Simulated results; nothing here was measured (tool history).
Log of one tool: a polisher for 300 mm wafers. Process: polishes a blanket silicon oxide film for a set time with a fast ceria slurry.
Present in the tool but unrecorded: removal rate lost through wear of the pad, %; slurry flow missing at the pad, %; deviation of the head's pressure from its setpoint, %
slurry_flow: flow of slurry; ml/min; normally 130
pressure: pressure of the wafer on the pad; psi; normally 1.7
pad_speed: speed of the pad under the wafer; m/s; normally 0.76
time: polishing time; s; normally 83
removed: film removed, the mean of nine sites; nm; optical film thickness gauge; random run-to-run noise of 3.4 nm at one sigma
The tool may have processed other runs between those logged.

run   hour  slurry_flow  pressure  pad_speed  time  wafers since the last listed run  wafers polished on this pad  hours since the slurry nozzle was cleaned  hours since the head pressure was calibrated  incoming thickness of the incoming film, nm  removed
  1    0.0          130       1.7       0.76    83                                 0                           81                                      326.5                                         104.4                                       3866.0    504.3
  2   17.6          130       1.7       0.76    83                               134                          216                                      344.1                                         122.0                                       3824.3    501.6
  3   51.9          130       1.7       0.76    83                               261                          478                                      378.4                                         156.3                                       3855.0    498.4
  4   78.3          130       1.7       0.96    67                               201                          679                                      404.8                                         182.7                                       3887.6    504.2
  5  122.6          130       1.7       0.76    83                               338                         1018                                      449.1                                         227.0                                       3772.7    498.3
     127.0  -- worn pad replaced by a new one
  6  146.9          130       1.7       0.76    83                               155                          151                                      473.4                                         251.3                                       3859.3    499.0
  7  160.6          130       1.7       0.76    83                               104                          256                                      487.1                                         265.0                                       3878.3    495.2
  8  181.5          130       1.7       0.76    83                               159                          416                                      508.0                                         285.9                                       3864.1    494.0
  9  215.6          130       1.3       0.76    83                               260                          676                                      542.1                                         320.0                                       3833.6    392.7
 10  230.3          155       1.7       0.84    58                               112                          788                                      556.8                                         334.7                                       3881.5    395.2
 11  252.7          160       2.1       0.96    83                               171                          959                                      579.2                                         357.1                                       3847.3    779.4
     257.1  -- head pressure recalibrated
     279.7  -- worn pad replaced by a new one
 12  347.2          155       1.7       0.76    83                               675                          515                                      673.7                                          90.1                                       3877.1    511.1
     360.9  -- slurry nozzle cleaned
 13  375.6          130       1.7       0.94    83                               209                          724                                       14.7                                         118.5                                       3876.3    628.0
 14  406.3          105       1.7       0.84    83                               234                          958                                       45.4                                         149.2                                       3854.4    533.0
     426.5  -- worn pad replaced by a new one
 15  487.2          130       1.7       0.76    83                               587                          463                                      126.3                                         230.1                                       3853.6    514.5
 16  507.6          130       1.7       0.76    91                               155                          619                                      146.7                                         250.5                                       3851.2    554.3

Branching from run 16: 5 alternative next runs. What would each branch give?
  A  508.0          130       1.7       0.76    83                                 3                          622                                      147.1                                         250.9                                       3803.7        ?
  B  508.0          165       2.2       0.76    57                                 3                          622                                      147.1                                         250.9                                       3803.7        ?
  C  508.0          170       1.7       0.58    83                                 3                          622                                      147.1                                         250.9                                       3803.7        ?
  D  508.0          165       1.4       0.64    54                                 3                          622                                      147.1                                         250.9                                       3803.7        ?
  E  508.0          130       1.4       0.92    83                                 3                          622                                      147.1                                         250.9                                       3803.7        ?

run  removed
  A    509.6
  B    460.2
  C    419.9
  D    251.7
  E    515.4
Without the tool's unlogged condition, the same runs would have read:
run  removed
  A    513.9
  B    463.2
  C    422.6
  D    253.4
  E    519.8
